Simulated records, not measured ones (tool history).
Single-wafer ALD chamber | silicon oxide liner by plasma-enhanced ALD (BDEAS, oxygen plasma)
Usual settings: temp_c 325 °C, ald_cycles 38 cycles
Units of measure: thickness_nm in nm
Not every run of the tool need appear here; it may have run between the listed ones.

run,hour,temp_c,ald_cycles,"read-back reference wafer on the same gauge, thickness_nm",thickness_nm
1,0,325,42,3.832,4.261
2,28.5,325,42,3.83,4.27
3,56.7,332,41,3.83,4.11
4,92.1,325,36,3.828,3.641
5,124.5,325,36,3.83,3.629
# hour 153.6: thermocouple changed; heater temperature recalibrated
6,154.1,325,32,3.829,3.258
7,167.9,325,43,3.83,4.364
8,197.8,325,43,3.832,4.368
9,230.7,315,41,3.828,4.216

The next listed run, before its measurement:
# hour 244.8: gauge calibrated
10,256.5,325,42,?,?

read-back reference wafer on the same gauge, thickness_nm: 3.832
thickness_nm: 4.249 nm
On a tool with no hidden condition, and with the same random variation, this run would have come out at thickness_nm 4.249 nm.
